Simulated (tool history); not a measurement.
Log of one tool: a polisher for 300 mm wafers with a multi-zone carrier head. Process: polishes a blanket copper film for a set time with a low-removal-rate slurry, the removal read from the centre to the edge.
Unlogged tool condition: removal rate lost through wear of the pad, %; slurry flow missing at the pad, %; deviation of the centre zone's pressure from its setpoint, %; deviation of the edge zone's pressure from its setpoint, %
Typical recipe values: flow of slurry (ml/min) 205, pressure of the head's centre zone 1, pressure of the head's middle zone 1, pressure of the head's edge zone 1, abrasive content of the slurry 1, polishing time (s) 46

run,hour,flow of slurry (ml/min),pressure of the head's centre zone,pressure of the head's middle zone,pressure of the head's edge zone,abrasive content of the slurry,polishing time (s),wafers since the last listed run,wafers polished on this pad,hours since the slurry nozzle was cleaned,hours since the centre zone pressure was calibrated,hours since the edge zone pressure was calibrated,hours since the carrier head's membrane was replaced,"incoming thickness of the incoming film, nm",film removed at the wafer's centre (nm),film removed at mid-radius (nm),film removed at the wafer's edge (nm)
1,0,205,1,1,1,1,46,0,2031,208.1,223.6,14.5,18.7,1462.2,100,99.9,99.1
2,26.5,205,1,1,1.03,1,46,378,2409,234.6,250.1,41,45.2,1491.4,98.8,98.9,97.9
3,49.1,205,1,1,1,1,46,322,2732,257.2,272.7,63.6,67.8,1470.5,96.3,95.7,98.1
# hour 57: worn pad replaced by a new one
4,74.6,205,1,1,1,1,46,306,251,282.7,298.2,89.1,93.3,1498.6,91.9,94,97.2
# hour 130.8: slurry nozzle cleaned
5,145.7,240,1.07,0.96,1,1.25,46,1000,1251,14.9,369.3,160.2,164.4,1473.3,115.8,105.7,106.3
6,173.6,205,1,1,1,1,46,398,1650,42.8,397.2,188.1,192.3,1491.5,101.6,100.5,103
7,188.7,205,1,0.97,1,1,46,215,1865,57.9,412.3,203.2,207.4,1475,101.6,99.8,102.1
8,220.5,205,1.05,1,1,0.85,46,453,2319,89.7,444.1,235,239.2,1467,101.8,102,99.8
9,245.3,205,0.93,1,1.07,1,51,354,2673,114.5,468.9,259.8,264,1483,103.2,109.5,116.4
10,264.1,205,1,1,1,1,46,268,2942,133.3,487.7,278.6,282.8,1476.5,102.4,101.4,101.6
# hour 293.8: worn pad replaced by a new one
11,294.1,205,1.1,1,1,1,46,371,4,163.3,517.7,308.6,312.8,1488.3,111.6,97.9,99.8
12,315.3,140,1,1,1.06,1,46,302,307,184.5,538.9,329.8,334,1463.3,93.1,94,98.7
13,345.4,160,1,1.11,1,1.15,46,429,736,214.6,569,359.9,364.1,1489.3,94.2,105.4,97.3
14,357.7,205,1,1,1,1,46,175,912,226.9,581.3,372.2,376.4,1469.6,99.5,95.8,100
15,391.2,205,1,1,1.03,1,46,478,1390,260.4,614.8,405.7,409.9,1506.3,93.3,96,98.7
16,418.1,205,1,0.91,1,0.85,34,384,1774,287.3,641.7,432.6,436.8,1463.9,67.8,64.3,70.3
# hour 432.7: slurry nozzle cleaned
17,447.3,265,1,1,1,1,53,402,2177,14.6,670.9,461.8,466,1487.9,120.2,121.5,121.1
18,480.4,255,1,1.08,1,0.75,34,472,2649,47.7,704,494.9,499.1,1471.9,73.8,78.3,74.8
19,494.4,170,1,1.11,1,1,46,199,2849,61.7,718,508.9,513.1,1468.5,98,106.8,100.3
# hour 511.5: worn pad replaced by a new one
20,512,205,1,1.06,1,1,46,194,7,79.3,735.6,526.5,530.7,1451.5,99.9,104.7,101.8
21,529.4,205,1.11,1,1,0.75,46,248,255,96.7,753,543.9,548.1,1478.8,109.1,99,100.3
22,552.2,205,0.91,0.94,1.11,1,60,325,581,119.5,775.8,566.7,570.9,1465,120.4,121.7,138.8

Forecast each of these 3 alternatives for the next run:
A,552.6,205,1,1,1,1,35,5,586,119.9,776.2,567.1,571.3,1457.4,?,?,?
B,552.6,205,0.93,1.06,1,1,46,5,586,119.9,776.2,567.1,571.3,1457.4,?,?,?
C,552.6,205,1,0.91,1,1.15,46,5,586,119.9,776.2,567.1,571.3,1457.4,?,?,?

run,film removed at the wafer's centre (nm),film removed at mid-radius (nm),film removed at the wafer's edge (nm)
A,77.1,77.8,77.3
B,94.2,107.5,101.5
C,103,96.2,103.5
Without the tool's unlogged condition, the same runs would have read:
run,film removed at the wafer's centre (nm),film removed at mid-radius (nm),film removed at the wafer's edge (nm)
A,78.8,79.4,78.4
B,96.3,109.6,103
C,105.3,98.1,105
